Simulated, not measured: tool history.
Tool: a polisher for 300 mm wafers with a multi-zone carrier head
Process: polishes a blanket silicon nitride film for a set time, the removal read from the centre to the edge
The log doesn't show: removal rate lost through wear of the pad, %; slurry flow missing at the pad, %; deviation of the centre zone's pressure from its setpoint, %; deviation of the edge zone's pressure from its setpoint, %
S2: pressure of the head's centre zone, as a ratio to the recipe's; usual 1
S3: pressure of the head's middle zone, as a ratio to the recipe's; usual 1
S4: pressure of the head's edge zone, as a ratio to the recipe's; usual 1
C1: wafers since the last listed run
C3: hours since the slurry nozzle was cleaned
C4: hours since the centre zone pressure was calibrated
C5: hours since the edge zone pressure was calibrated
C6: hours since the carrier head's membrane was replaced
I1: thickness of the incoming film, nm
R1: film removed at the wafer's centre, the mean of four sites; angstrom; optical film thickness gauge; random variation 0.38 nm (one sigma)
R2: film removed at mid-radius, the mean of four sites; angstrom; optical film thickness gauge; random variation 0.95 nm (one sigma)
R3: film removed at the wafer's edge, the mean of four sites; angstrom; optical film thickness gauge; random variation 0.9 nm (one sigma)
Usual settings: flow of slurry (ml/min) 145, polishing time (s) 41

run 1 hour=0 | flow_of_slurry_(ml/min)=145 S2=1 S3=1 S4=1 polishing_time_(s)=41 | C1=0 wafers_polished_on_this_pad=83 C3=72.6 C4=454.4 C5=611.2 C6=596.2 | I1=690.4 | R1=632 R2=629 R3=646
run 2 hour=32.4 | flow_of_slurry_(ml/min)=145 S2=1 S3=1 S4=1 polishing_time_(s)=41 | C1=223 wafers_polished_on_this_pad=306 C3=105 C4=486.8 C5=643.6 C6=628.6 | I1=679.7 | R1=628 R2=646 R3=645
run 3 hour=57.7 | flow_of_slurry_(ml/min)=145 S2=1 S3=1 S4=1 polishing_time_(s)=41 | C1=174 wafers_polished_on_this_pad=481 C3=130.3 C4=512.1 C5=668.9 C6=653.9 | I1=682.9 | R1=631 R2=651 R3=641
run 4 hour=119.8 | flow_of_slurry_(ml/min)=175 S2=0.92 S3=1 S4=1 polishing_time_(s)=41 | C1=428 wafers_polished_on_this_pad=909 C3=192.4 C4=574.2 C5=731 C6=716 | I1=685.8 | R1=596 R2=632 R3=671
run 5 hour=190.6 | flow_of_slurry_(ml/min)=175 S2=0.92 S3=1 S4=1 polishing_time_(s)=41 | C1=488 wafers_polished_on_this_pad=1398 C3=263.2 C4=645 C5=801.8 C6=786.8 | I1=686.2 | R1=579 R2=634 R3=645
-- hour=243.8 worn pad replaced by a new one
run 6 hour=257.3 | flow_of_slurry_(ml/min)=145 S2=1 S3=1 S4=0.92 polishing_time_(s)=41 | C1=432 wafers_polished_on_this_pad=93 C3=329.9 C4=711.7 C5=868.5 C6=853.5 | I1=683.5 | R1=632 R2=643 R3=636
run 7 hour=291.4 | flow_of_slurry_(ml/min)=145 S2=1 S3=1 S4=0.92 polishing_time_(s)=41 | C1=235 wafers_polished_on_this_pad=328 C3=364 C4=745.8 C5=902.6 C6=887.6 | I1=676.9 | R1=638 R2=631 R3=621
-- hour=339.7 slurry nozzle cleaned
run 8 hour=464.4 | flow_of_slurry_(ml/min)=145 S2=1 S3=1 S4=1 polishing_time_(s)=41 | C1=1187 wafers_polished_on_this_pad=1515 C3=124.7 C4=918.8 C5=1075.6 C6=1060.6 | I1=672.3 | R1=599 R2=611 R3=614
run 9 hour=505.7 | flow_of_slurry_(ml/min)=145 S2=1 S3=1 S4=1 polishing_time_(s)=33 | C1=285 wafers_polished_on_this_pad=1800 C3=166 C4=960.1 C5=1116.9 C6=1101.9 | I1=671.8 | R1=482 R2=480 R3=492
-- hour=519.2 worn pad replaced by a new one
run 10 hour=576.7 | flow_of_slurry_(ml/min)=145 S2=1 S3=1 S4=1 polishing_time_(s)=41 | C1=462 wafers_polished_on_this_pad=396 C3=237 C4=1031.1 C5=1187.9 C6=1172.9 | I1=679.6 | R1=626 R2=626 R3=652
-- hour=599.9 edge zone pressure recalibrated
run 11 hour=601.1 | flow_of_slurry_(ml/min)=145 S2=1 S3=1.09 S4=0.91 polishing_time_(s)=41 | C1=154 wafers_polished_on_this_pad=551 C3=261.4 C4=1055.5 C5=1.2 C6=1197.3 | I1=682.1 | R1=627 R2=662 R3=605
run 12 hour=642.8 | flow_of_slurry_(ml/min)=145 S2=1 S3=1 S4=1 polishing_time_(s)=41 | C1=287 wafers_polished_on_this_pad=839 C3=303.1 C4=1097.2 C5=42.9 C6=1239 | I1=672 | R1=626 R2=638 R3=639
run 13 hour=679 | flow_of_slurry_(ml/min)=170 S2=1 S3=1.05 S4=0.93 polishing_time_(s)=36 | C1=249 wafers_polished_on_this_pad=1089 C3=339.3 C4=1133.4 C5=79.1 C6=1275.2 | I1=673.2 | R1=560 R2=582 R3=561
run 14 hour=715.9 | flow_of_slurry_(ml/min)=190 S2=1 S3=0.93 S4=1.07 polishing_time_(s)=37 | C1=254 wafers_polished_on_this_pad=1343 C3=376.2 C4=1170.3 C5=116 C6=1312.1 | I1=685.9 | R1=584 R2=536 R3=612
-- hour=742.7 carrier head's membrane replaced by a new one
run 15 hour=746.2 | flow_of_slurry_(ml/min)=105 S2=0.92 S3=0.96 S4=1.1 polishing_time_(s)=41 | C1=174 wafers_polished_on_this_pad=1518 C3=406.5 C4=1200.6 C5=146.3 C6=3.5 | I1=677.8 | R1=509 R2=554 R3=608
-- hour=749.7 centre zone pressure recalibrated
-- hour=801 slurry nozzle cleaned
-- hour=821.1 worn pad replaced by a new one
run 16 hour=821.6 | flow_of_slurry_(ml/min)=160 S2=1.1 S3=1 S4=1 polishing_time_(s)=41 | C1=472 wafers_polished_on_this_pad=3 C3=20.6 C4=71.9 C5=221.7 C6=78.9 | I1=689.9 | R1=711 R2=656 R3=670
run 17 hour=871.6 | flow_of_slurry_(ml/min)=145 S2=1 S3=1 S4=1 polishing_time_(s)=41 | C1=345 wafers_polished_on_this_pad=348 C3=70.6 C4=121.9 C5=271.7 C6=128.9 | I1=671.5 | R1=633 R2=623 R3=645
run 18 hour=919.2 | flow_of_slurry_(ml/min)=145 S2=1 S3=1 S4=1.11 polishing_time_(s)=41 | C1=328 wafers_polished_on_this_pad=677 C3=118.2 C4=169.5 C5=319.3 C6=176.5 | I1=678.4 | R1=632 R2=624 R3=678
run 19 hour=947.7 | flow_of_slurry_(ml/min)=145 S2=1 S3=1 S4=1.11 polishing_time_(s)=41 | C1=196 wafers_polished_on_this_pad=873 C3=146.7 C4=198 C5=347.8 C6=205 | I1=679.5 | R1=621 R2=616 R3=657
run 20 hour=1018.2 | flow_of_slurry_(ml/min)=115 S2=1 S3=1 S4=1 polishing_time_(s)=41 | C1=486 wafers_polished_on_this_pad=1360 C3=217.2 C4=268.5 C5=418.3 C6=275.5 | I1=670.1 | R1=571 R2=599 R3=594
run 21 hour=1072.5 | flow_of_slurry_(ml/min)=145 S2=1.06 S3=1.06 S4=1.1 polishing_time_(s)=41 | C1=374 wafers_polished_on_this_pad=1735 C3=271.5 C4=322.8 C5=472.6 C6=329.8 | I1=680.6 | R1=633 R2=638 R3=640
-- hour=1087.4 worn pad replaced by a new one
run 22 hour=1122.8 | flow_of_slurry_(ml/min)=145 S2=1.06 S3=1.08 S4=0.97 polishing_time_(s)=34 | C1=319 wafers_polished_on_this_pad=244 C3=321.8 C4=373.1 C5=522.9 C6=380.1 | I1=688.4 | R1=556 R2=567 R3=516

Run 23 comes next. What will it give?
run 23 hour=1148.5 | flow_of_slurry_(ml/min)=145 S2=1 S3=1 S4=1 polishing_time_(s)=41 | C1=177 wafers_polished_on_this_pad=421 C3=347.5 C4=398.8 C5=548.6 C6=405.8 | I1=683.7 | R1=? R2=? R3=?

{"run 23": {"R1": 629, "R2": 632, "R3": 642}}
Without the tool's hidden state the same run would have given R1 637 angstrom, R2 641 angstrom, R3 651 angstrom.

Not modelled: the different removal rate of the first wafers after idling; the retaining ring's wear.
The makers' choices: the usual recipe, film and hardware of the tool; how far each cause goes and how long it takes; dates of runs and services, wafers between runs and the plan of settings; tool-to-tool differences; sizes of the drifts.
